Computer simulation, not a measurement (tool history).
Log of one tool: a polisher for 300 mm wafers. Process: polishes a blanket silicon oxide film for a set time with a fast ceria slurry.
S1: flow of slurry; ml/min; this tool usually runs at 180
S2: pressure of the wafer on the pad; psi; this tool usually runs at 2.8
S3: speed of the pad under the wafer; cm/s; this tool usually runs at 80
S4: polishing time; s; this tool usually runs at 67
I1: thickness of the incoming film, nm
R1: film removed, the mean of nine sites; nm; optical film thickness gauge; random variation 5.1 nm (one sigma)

Run 1, hour 0: usual settings but S3 70 cm/s; I1 2340.3. Result: R1 727.7 nm.
Run 2, hour 59: usual settings; I1 2359.8. Result: R1 833.8 nm.
Run 3, hour 160.5: usual settings; I1 2380.3. Result: R1 813.5 nm.
At hour 165.3: slurry nozzle cleaned.
Run 4, hour 242.1: usual settings; I1 2358.2. Result: R1 794.6 nm.
Run 5, hour 349.9: usual settings; I1 2406.9. Result: R1 779.7 nm.
At hour 411.5: worn pad replaced by a new one.
Run 6, hour 415: usual settings; I1 2364.2. Result: R1 826.9 nm.
Run 7, hour 451.2: usual settings; I1 2359.6. Result: R1 821.4 nm.
Run 8, hour 524.2: usual settings; I1 2388.1. Result: R1 819.2 nm.
At hour 559: head pressure recalibrated.
Run 9, hour 586.9: usual settings; I1 2394.4. Result: R1 814.4 nm.
Run 10, hour 661.9: usual settings but S4 50 s; I1 2382.4. Result: R1 596.5 nm.
Run 11, hour 717.6: usual settings but S4 50 s; I1 2382.9. Result: R1 599.4 nm.
Run 12, hour 795.6: usual settings but S4 50 s; I1 2348.6. Result: R1 589.7 nm.
Run 13, hour 890.9: usual settings but S4 73 s; I1 2372.4. Result: R1 840.2 nm.
At hour 922.2: worn pad replaced by a new one.
Run 14, hour 958.8: usual settings; I1 2426.7. Result: R1 813.8 nm.
Run 15, hour 1031.8: usual settings but S2 2.5 psi, S4 75 s; I1 2365.6. Result: R1 814.1 nm.
At hour 1066.5: slurry nozzle cleaned.
Run 16, hour 1071: usual settings; I1 2396. Result: R1 818.4 nm.
Run 17, hour 1137.2: usual settings but S1 235 ml/min, S2 3.5 psi, S3 62 cm/s; I1 2392.7. Result: R1 820.4 nm.
Run 18, hour 1194.7: usual settings; I1 2380.5. Result: R1 806.5 nm.
Run 19, hour 1247.5: usual settings but S1 205 ml/min, S2 2.2 psi, S4 83 s; I1 2375.8. Result: R1 777.3 nm.
At hour 1333.8: worn pad replaced by a new one.
Run 20, hour 1351.2: usual settings; I1 2346.8. Result: R1 821.1 nm.
Run 21, hour 1415.4: usual settings but S4 83 s; I1 2360.8. Result: R1 1032 nm.
Run 22, hour 1596.1: usual settings but S2 3.8 psi, S3 68 cm/s; I1 2363.6. Result: R1 938.8 nm.
Run 23, hour 1680.8: usual settings; I1 2411. Result: R1 792.6 nm.
At hour 1692.1: head pressure recalibrated.
At hour 1745.2: worn pad replaced by a new one.
Run 24, hour 1774.1: usual settings but S1 145 ml/min, S2 3.1 psi, S3 88 cm/s, S4 75 s; I1 2413.5. Result: R1 1092.5 nm.
At hour 1991.8: slurry nozzle cleaned.
Run 25, hour 2013: usual settings but S3 94 cm/s, S4 76 s; I1 2365.8. Result: R1 1069.3 nm.
Run 26, hour 2074: usual settings but S3 68 cm/s; I1 2381.6. Result: R1 689.4 nm.
Run 27, hour 2137.6: usual settings but S2 2.5 psi, S4 75 s; I1 2412.6. Result: R1 790.2 nm.
Run 28, hour 2211.7: usual settings but S3 66 cm/s; I1 2402. Result: R1 645.1 nm.
At hour 2268.4: worn pad replaced by a new one.
Run 29, hour 2314.8: usual settings but S4 50 s; I1 2422.2. Result: R1 612.1 nm.

5 ways to go on from here, each from the tool as it stands after run 29. What would each give?
Run A, hour 2315.2: usual settings; I1 2396.3. Result: R1 ?.
Run B, hour 2315.2: usual settings but S1 130 ml/min, S2 3.3 psi, S3 68 cm/s, S4 58 s; I1 2396.3. Result: R1 ?.
Run C, hour 2315.2: usual settings but S3 54 cm/s, S4 86 s; I1 2396.3. Result: R1 ?.
Run D, hour 2315.2: usual settings but S1 150 ml/min, S2 2.4 psi; I1 2396.3. Result: R1 ?.
Run E, hour 2315.2: usual settings but S2 3.4 psi, S3 68 cm/s; I1 2396.3. Result: R1 ?.

run     R1
  A  824.8
  B    707
  C  749.3
  D  695.5
  E  866.5
Take away the tool's hidden state, keep each run's random variation, and the runs would have read:
run     R1
  A  827.6
  B  709.3
  C  751.8
  D  697.9
  E  869.4
